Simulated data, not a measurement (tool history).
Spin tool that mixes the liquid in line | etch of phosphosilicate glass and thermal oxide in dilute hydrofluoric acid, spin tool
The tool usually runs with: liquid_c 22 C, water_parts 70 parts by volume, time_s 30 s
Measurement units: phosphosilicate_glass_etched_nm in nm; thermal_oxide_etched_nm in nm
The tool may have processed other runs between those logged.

run,hour,liquid_c,water_parts,time_s,"read-back film thickness of the phosphosilicate glass reference wafer, read on the same gauge (nm)","read-back film thickness of the thermal oxide reference wafer, read on the same gauge (nm)",phosphosilicate_glass_etched_nm,thermal_oxide_etched_nm
1,0,22,70,30,30.84,71.885,26.93,1.868
2,92.6,22,70,30,30.84,71.979,26.93,1.906
3,193.3,24,70,20,30.87,72.042,19.55,1.381
4,231,22,70,30,30.89,72.072,26.86,1.919
5,281.8,22,70,30,30.91,72.138,27.03,1.917
6,379.6,22,70,30,30.95,72.163,26.96,1.934
7,481.7,22,70,30,30.96,72.184,27.08,1.926
8,537.1,22,70,30,30.95,72.242,26.91,1.91
# hour 545.8: hydrofluoric acid flow meter replaced
# hour 559.2: gauge calibrated
9,714.2,20,70,30,30.39,71.043,24.44,1.746
10,759.5,19,60,30,30.54,71.211,27.43,1.989
11,811.5,22,70,30,30.59,71.412,26.78,1.924
# hour 854.6: thermometer replaced
12,908.3,22,70,30,30.72,71.726,26.68,1.897
13,966.9,24,40,15,30.84,71.817,26.49,1.846
14,1015.5,22,50,45,30.86,71.938,57.32,4.075
15,1076.3,22,70,30,30.93,72.107,26.92,1.891
16,1383.1,25.5,50,40,31.11,72.604,60.28,4.33
17,1482.3,23.5,45,45,31.17,72.739,69.84,4.851

Each row is a separate what-if for the run after 17, all from the same tool condition, not one after another. Results?
A,1482.7,26,70,30,?,?,?,?
B,1482.7,26.5,55,15,?,?,?,?
C,1482.7,22,80,30,?,?,?,?
D,1482.7,26,70,35,?,?,?,?
E,1482.7,24.5,50,15,?,?,?,?

run,"read-back film thickness of the phosphosilicate glass reference wafer, read on the same gauge (nm)","read-back film thickness of the thermal oxide reference wafer, read on the same gauge (nm)",phosphosilicate_glass_etched_nm,thermal_oxide_etched_nm
A,31.15,72.719,32.05,2.253
B,31.15,72.719,21.24,1.493
C,31.15,72.719,23.56,1.656
D,31.15,72.719,37.39,2.629
E,31.15,72.719,21.69,1.525
What these runs would have given with no unlogged condition in the tool:
run,phosphosilicate_glass_etched_nm,thermal_oxide_etched_nm
A,30.85,2.169
B,20.45,1.438
C,22.68,1.594
D,35.99,2.531
E,20.88,1.468
